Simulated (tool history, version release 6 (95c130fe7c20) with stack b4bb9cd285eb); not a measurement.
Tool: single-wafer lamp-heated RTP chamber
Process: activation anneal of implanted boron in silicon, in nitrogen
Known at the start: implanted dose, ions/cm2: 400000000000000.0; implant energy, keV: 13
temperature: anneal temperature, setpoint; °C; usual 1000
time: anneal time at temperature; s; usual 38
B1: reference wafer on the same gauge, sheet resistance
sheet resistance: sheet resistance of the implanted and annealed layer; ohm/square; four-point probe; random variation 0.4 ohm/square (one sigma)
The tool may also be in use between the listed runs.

Run 1, hour 0.0: usual settings; B1 211.06. Result: sheet resistance 251.92 ohm/square.
Run 2, hour 14.8: usual settings; B1 210.98. Result: sheet resistance 252.10 ohm/square.
Run 3, hour 48.1: usual settings; B1 211.03. Result: sheet resistance 251.80 ohm/square.
Run 4, hour 75.3: usual settings but temperature 978 °C, time 49 s; B1 211.03. Result: sheet resistance 257.04 ohm/square.
Run 5, hour 145.7: usual settings but temperature 980 °C, time 55 s; B1 211.02. Result: sheet resistance 254.84 ohm/square.
Run 6, hour 171.3: usual settings but time 48 s; B1 210.98. Result: sheet resistance 250.69 ohm/square.
Run 7, hour 200.6: usual settings but time 48 s; B1 210.92. Result: sheet resistance 250.73 ohm/square.
Run 8, hour 218.4: usual settings; B1 211.02. Result: sheet resistance 250.76 ohm/square.
Run 9, hour 236.6: usual settings but temperature 991 °C; B1 211.05. Result: sheet resistance 252.71 ohm/square.
Run 10, hour 263.7: usual settings but temperature 991 °C; B1 211.03. Result: sheet resistance 252.46 ohm/square.
At hour 281.9: reflector plate cleaned.
Run 11, hour 283.0: usual settings but temperature 1009 °C, time 23 s; B1 211.01. Result: sheet resistance 251.47 ohm/square.
Run 12, hour 295.5: usual settings but temperature 1021 °C, time 25 s; B1 210.95. Result: sheet resistance 250.73 ohm/square.
Run 13, hour 310.3: usual settings; B1 210.91. Result: sheet resistance 251.25 ohm/square.
At hour 325.3: pyrometer window cleaned and pyrometer calibrated.
Run 14, hour 329.9: usual settings but temperature 981 °C; B1 210.96. Result: sheet resistance 259.07 ohm/square.
Run 15, hour 360.3: usual settings but temperature 981 °C; B1 211.02. Result: sheet resistance 258.65 ohm/square.
At hour 362.5: gauge calibrated.
Run 16, hour 441.9: usual settings but temperature 981 °C; B1 210.99. Result: sheet resistance 257.53 ohm/square.
Run 17, hour 471.1: usual settings; B1 211.01. Result: sheet resistance 252.75 ohm/square.
Run 18, hour 485.2: usual settings but temperature 979 °C; B1 211.00. Result: sheet resistance 257.98 ohm/square.
Run 19, hour 513.2: usual settings but temperature 992 °C; B1 211.05. Result: sheet resistance 252.96 ohm/square.
Run 20, hour 525.4: usual settings; B1 211.01. Result: sheet resistance 252.31 ohm/square.
Run 21, hour 542.8: usual settings but temperature 985 °C; B1 211.00. Result: sheet resistance 255.08 ohm/square.
Run 22, hour 563.6: usual settings; B1 211.00. Result: sheet resistance 251.50 ohm/square.
Run 23, hour 580.4: usual settings; B1 210.99. Result: sheet resistance 251.55 ohm/square.
Run 24, hour 608.0: usual settings but time 53 s; B1 211.07. Result: sheet resistance 250.83 ohm/square.
Run 25, hour 633.4: usual settings but temperature 989 °C, time 28 s; B1 211.14. Result: sheet resistance 254.08 ohm/square.
Run 26, hour 668.2: usual settings but temperature 1009 °C, time 55 s; B1 211.07. Result: sheet resistance 249.10 ohm/square.
Run 27, hour 704.0: usual settings but time 18 s; B1 211.04. Result: sheet resistance 253.06 ohm/square.
Run 28, hour 732.2: usual settings but temperature 990 °C, time 27 s; B1 211.09. Result: sheet resistance 253.34 ohm/square.
At hour 741.0: pyrometer window cleaned and pyrometer calibrated.
Run 29, hour 753.6: usual settings; B1 211.00. Result: sheet resistance 252.76 ohm/square.
Run 30, hour 827.8: usual settings; B1 210.99. Result: sheet resistance 252.34 ohm/square.
Run 31, hour 862.2: usual settings; B1 210.92. Result: sheet resistance 251.82 ohm/square.
At hour 883.2: reflector plate cleaned.
Run 32, hour 895.3: usual settings but temperature 1017 °C, time 58 s; B1 211.06. Result: sheet resistance 248.28 ohm/square.
Run 33, hour 916.3: usual settings but temperature 1023 °C, time 57 s; B1 210.98. Result: sheet resistance 248.01 ohm/square.

Hidden state or all else? Some run-to-run changes of sheet resistance, split into what the settings, what came in and random variation would give without the hidden state, and what is left for the hidden state (with any gauge scatter that isn't in both results):
The hidden state here: true wafer temperature minus pyrometer reading, K; wafer temperature error from the tarnished reflector plate, K; gauge reads high (%).
Run 3 -> 4: temperature 1000 -> 978, time 38 -> 49. sheet resistance +5.24 ohm/square: hidden state -2.31, all else +7.55.
Run 5 -> 6: temperature 980 -> 1000, time 55 -> 48. sheet resistance -4.15 ohm/square: hidden state +2.08, all else -6.23.
Run 13 -> 14: temperature 1000 -> 981, pyrometer window cleaned and pyrometer calibrated. sheet resistance +7.82 ohm/square: hidden state +1.94, all else +5.88.
Run 17 -> 18: temperature 1000 -> 979. sheet resistance +5.23 ohm/square: hidden state -1.89, all else +7.12.
Run 28 -> 29: temperature 990 -> 1000, time 27 -> 38, pyrometer window cleaned and pyrometer calibrated. sheet resistance -0.58 ohm/square: hidden state +3.38, all else -3.96.
